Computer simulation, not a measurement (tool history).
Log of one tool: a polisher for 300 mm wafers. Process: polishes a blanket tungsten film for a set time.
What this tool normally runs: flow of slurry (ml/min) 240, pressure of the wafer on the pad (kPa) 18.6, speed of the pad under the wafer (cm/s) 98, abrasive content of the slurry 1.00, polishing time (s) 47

run    hour  flow of slurry (ml/min)  pressure of the wafer on the pad (kPa)  speed of the pad under the wafer (cm/s)  abrasive content of the slurry  polishing time (s)  wafers since the last listed run  wafers polished on this pad  hours since the slurry nozzle was cleaned  hours since the head pressure was calibrated  hours since the slurry blender was calibrated  hours since the slurry got fresh peroxide  incoming thickness of the incoming film, nm  film removed (angstrom)
  1     0.0                      240                                    18.6                                       98                            1.00                  47                                 0                         1160                                      470.7                                         914.4                                          195.8                                      181.7                                       1097.7                     1624
       28.7  -- slurry nozzle cleaned
       47.5  -- head pressure recalibrated
  2    79.3                      240                                    18.6                                       90                            1.00                  47                               487                         1647                                       50.6                                          31.8                                          275.1                                      261.0                                       1111.5                     1502
  3   120.7                      240                                    18.6                                       98                            1.00                  47                               264                         1911                                       92.0                                          73.2                                          316.5                                      302.4                                       1101.8                     1635
      163.4  -- worn pad replaced by a new one
  4   204.2                      240                                    18.6                                       98                            1.00                  47                               507                          260                                      175.5                                         156.7                                          400.0                                      385.9                                       1108.5                     1718
      233.9  -- slurry blender recalibrated
      235.7  -- slurry tank refilled with fresh slurry and peroxide
  5   295.5                      210                                    18.6                                       98                            1.00                  47                               563                          824                                      266.8                                         248.0                                           61.6                                       59.8                                       1097.9                     1636
  6   388.2                      240                                    18.6                                       98                            1.00                  47                               591                         1416                                      359.5                                         340.7                                          154.3                                      152.5                                       1095.6                     1634
  7   440.3                      240                                    18.6                                       98                            1.00                  47                               332                         1748                                      411.6                                         392.8                                          206.4                                      204.6                                       1098.7                     1595
      494.2  -- slurry nozzle cleaned
      535.1  -- worn pad replaced by a new one
  8   537.0                      240                                    18.6                                       98                            1.00                  47                               585                           12                                       42.8                                         489.5                                          303.1                                      301.3                                       1116.3                     1793
  9   601.8                      240                                    18.6                                       98                            1.00                  47                               413                          425                                      107.6                                         554.3                                          367.9                                      366.1                                       1118.9                     1718
      642.4  -- slurry blender recalibrated
      652.4  -- slurry tank refilled with fresh slurry and peroxide
 10   670.2                      240                                    18.6                                       98                            1.00                  47                               417                          843                                      176.0                                         622.7                                           27.8                                       17.8                                       1115.3                     1653
 11   710.3                      240                                    18.6                                       98                            1.00                  47                               256                         1099                                      216.1                                         662.8                                           67.9                                       57.9                                       1116.4                     1673
 12   758.5                      240                                    18.6                                       98                            1.00                  47                               307                         1407                                      264.3                                         711.0                                          116.1                                      106.1                                       1110.4                     1652
 13   849.8                      240                                    18.6                                       74                            1.00                  40                               582                         1990                                      355.6                                         802.3                                          207.4                                      197.4                                       1117.4                     1055
 14   922.6                      240                                    21.4                                       98                            0.85                  32                               464                         2455                                      428.4                                         875.1                                          280.2                                      270.2                                       1116.7                     1185
      949.7  -- slurry nozzle cleaned
      971.0  -- worn pad replaced by a new one
 15   974.9                      240                                    18.6                                       98                            1.00                  41                               302                           24                                       25.2                                         927.4                                          332.5                                      322.5                                       1122.5                     1557
     1056.6  -- slurry tank refilled with fresh slurry and peroxide
 16  1062.2                      240                                    15.2                                       98                            1.00                  37                               551                          576                                      112.5                                        1014.7                                          419.8                                        5.6                                       1130.2                     1101
     1080.9  -- slurry blender recalibrated
 17  1110.5                      265                                    18.6                                       98                            1.00                  47                               295                          871                                      160.8                                        1063.0                                           29.6                                       53.9                                       1106.2                     1713
     1115.8  -- head pressure recalibrated
 18  1174.7                      240                                    20.7                                       98                            1.00                  62                               397                         1268                                      225.0                                          58.9                                           93.8                                      118.1                                       1113.2                     2394
 19  1233.7                      240                                    18.6                                       98                            1.00                  60                               376                         1645                                      284.0                                         117.9                                          152.8                                      177.1                                       1110.5                     2063
 20  1283.6                      240                                    22.8                                       98                            1.00                  33                               318                         1964                                      333.9                                         167.8                                          202.7                                      227.0                                       1122.0                     1347
     1356.6  -- worn pad replaced by a new one
 21  1357.7                      240                                    18.6                                       98                            1.00                  47                               447                            7                                      408.0                                         241.9                                          276.8                                      301.1                                       1097.7                     1803
     1426.7  -- slurry blender recalibrated
 22  1432.5                      240                                    22.8                                       98                            1.00                  47                               464                          471                                      482.8                                         316.7                                            5.8                                      375.9                                       1110.8                     2035
     1469.9  -- slurry nozzle cleaned
 23  1483.2                      240                                    18.6                                       98                            1.00                  47                               317                          789                                       13.3                                         367.4                                           56.5                                      426.6                                       1107.2                     1635
     1487.5  -- slurry tank refilled with fresh slurry and peroxide
 24  1559.0                      310                                    20.0                                       98                            1.00                  52                               477                         1266                                       89.1                                         443.2                                          132.3                                       71.5                                       1110.0                     1999
 25  1638.1                      240                                    18.6                                       98                            1.00                  47                               505                         1771                                      168.2                                         522.3                                          211.4                                      150.6                                       1120.0                     1599
 26  1692.2                      240                                    18.6                                       98                            1.00                  47                               345                         2117                                      222.3                                         576.4                                          265.5                                      204.7                                       1098.1                     1607

Below are 4 alternative next runs, each starting from the tool's condition after run 26. Predict each:
  A  1692.6                      240                                    18.6                                       98                            1.00                  47                                 2                         2119                                      222.7                                         576.8                                          265.9                                      205.1                                       1100.5                        ?
  B  1692.6                      240                                    20.7                                       98                            1.00                  55                                 2                         2119                                      222.7                                         576.8                                          265.9                                      205.1                                       1100.5                        ?
  C  1692.6                      240                                    18.6                                       74                            1.00                  47                                 2                         2119                                      222.7                                         576.8                                          265.9                                      205.1                                       1100.5                        ?
  D  1692.6                      240                                    15.2                                       98                            1.00                  47                                 2                         2119                                      222.7                                         576.8                                          265.9                                      205.1                                       1100.5                        ?

run  film removed (angstrom)
  A                     1616
  B                     2075
  C                     1241
  D                     1354
With no hidden state in the tool, these same runs would have given:
run  film removed (angstrom)
  A                     1812
  B                     2327
  C                     1392
  D                     1518

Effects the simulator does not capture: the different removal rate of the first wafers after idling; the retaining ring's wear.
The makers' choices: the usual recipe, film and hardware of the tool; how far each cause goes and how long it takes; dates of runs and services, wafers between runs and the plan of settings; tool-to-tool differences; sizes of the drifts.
